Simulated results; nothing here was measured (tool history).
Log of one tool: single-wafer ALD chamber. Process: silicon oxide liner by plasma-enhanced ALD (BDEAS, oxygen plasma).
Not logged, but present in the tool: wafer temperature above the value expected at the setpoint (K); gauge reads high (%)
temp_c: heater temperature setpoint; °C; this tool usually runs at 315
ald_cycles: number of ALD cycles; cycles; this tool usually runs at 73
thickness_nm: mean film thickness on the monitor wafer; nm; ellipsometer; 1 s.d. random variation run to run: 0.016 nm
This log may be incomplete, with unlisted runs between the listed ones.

run    hour  temp_c  ald_cycles  wafers since the last listed run  hours since the last thermocouple change  hours since the gauge calibration  read-back reference wafer on the same gauge, thickness_nm  thickness_nm
  1       0     315          63                                 0                                    2043.8                              183.2                                                      5.552         5.685
  2      67     315          63                               299                                    2110.8                              250.2                                                      5.566         5.692
  3   118.7     315          73                               231                                    2162.5                              301.9                                                      5.573         6.579
  4   150.3     315          73                               141                                    2194.1                              333.5                                                      5.577         6.615
  5   195.7     315          73                               202                                    2239.5                              378.9                                                      5.577         6.639
  6   229.1     315          73                               149                                    2272.9                              412.3                                                      5.583          6.61
  7   304.8     315          73                               338                                    2348.6                                488                                                      5.589         6.606
  8   328.9     315          73                               107                                    2372.7                              512.1                                                      5.594         6.643
  9   387.9     315          73                               263                                    2431.7                              571.1                                                        5.6         6.652
 10   429.4     315          65                               185                                    2473.2                              612.6                                                      5.602         5.939
 11   494.1     315          65                               289                                    2537.9                              677.3                                                      5.605         5.925
 12     522     315          65                               124                                    2565.8                              705.2                                                      5.609         5.921
 13   590.5     315          73                               306                                    2634.3                              773.7                                                       5.61         6.655
 14   624.5     315          73                               151                                    2668.3                              807.7                                                      5.611         6.669
 15   683.7     315          73                               264                                    2727.5                              866.9                                                      5.616         6.657
 16     738     315          73                               242                                    2781.8                              921.2                                                      5.618         6.656
 17   793.4     315          73                               247                                    2837.2                              976.6                                                      5.622         6.653
 18   861.3     315          73                               303                                    2905.1                             1044.5                                                      5.621         6.641
 19   900.6     305          73                               175                                    2944.4                             1083.8                                                      5.626         6.757
 20   970.5     305          73                               312                                    3014.3                             1153.7                                                      5.627         6.706
     1003.8  -- thermocouple changed; heater temperature recalibrated
 21  1030.2     305          73                               231                                      26.4                             1213.4                                                      5.628         6.755
 22  1072.3     315          73                               188                                      68.5                             1255.5                                                       5.63          6.67
 23  1139.5     328          66                               300                                     135.7                             1322.7                                                      5.632         5.927
 24  1182.9     315          85                               193                                     179.1                             1366.1                                                      5.633         7.773
 25  1240.9     326          60                               259                                     237.1                             1424.1                                                      5.631         5.403
 26  1297.1     324          66                               251                                     293.3                             1480.3                                                      5.631         5.996
 27  1367.8     322          68                               315                                       364                               1551                                                      5.637         6.186
       1416  -- gauge calibrated
 28  1559.3     319          83                               855                                     555.5                              143.3                                                      5.528         7.412
 29    1613     315          62                               239                                     609.2                                197                                                      5.537         5.548
 30  1666.7     326          68                               239                                     662.9                              250.7                                                      5.543         6.063
 31    1694     306          84                               121                                     690.2                                278                                                      5.546         7.646
 32  1756.7     305          73                               280                                     752.9                              340.7                                                      5.558          6.66
 33    1793     315          83                               162                                     789.2                                377                                                       5.56         7.509
 34  2007.6     315          73                               958                                    1003.8                              591.6                                                      5.581         6.616
 35  2139.5     315          73                               589                                    1135.7                              723.5                                                      5.589         6.617
 36    2177     315          73                               167                                    1173.2                                761                                                      5.593         6.628
 37    2216     307          62                               174                                    1212.2                                800                                                      5.594         5.676
 38  2256.9     323          81                               182                                    1253.1                              840.9                                                      5.593         7.298
 39  2295.8     329          68                               173                                      1292                              879.8                                                      5.599         6.047
 40  2509.5     302          65                               954                                    1505.7                             1093.5                                                      5.606         5.998
 41  2545.3     315          73                               159                                    1541.5                             1129.3                                                       5.61         6.652
 42  2601.8     328          82                               252                                      1598                             1185.8                                                      5.608         7.337

Predict each of these 5 candidate next runs independently; none follows another, all start after run 42:
  A  2602.3     315          78                                 2                                    1598.5                             1186.3                                                          ?             ?
  B  2602.3     324          87                                 2                                    1598.5                             1186.3                                                          ?             ?
  C  2602.3     320          73                                 2                                    1598.5                             1186.3                                                          ?             ?
  D  2602.3     308          78                                 2                                    1598.5                             1186.3                                                          ?             ?
  E  2602.3     327          63                                 2                                    1598.5                             1186.3                                                          ?             ?

run  read-back reference wafer on the same gauge, thickness_nm  thickness_nm
  A                                                      5.606         7.109
  B                                                      5.606          7.84
  C                                                      5.606         6.612
  D                                                      5.606         7.172
  E                                                      5.606         5.655
Stripped of hidden state, with their random variation kept, the same runs would have yielded:
run  thickness_nm
  A         6.996
  B         7.715
  C         6.507
  D         7.058
  E         5.566
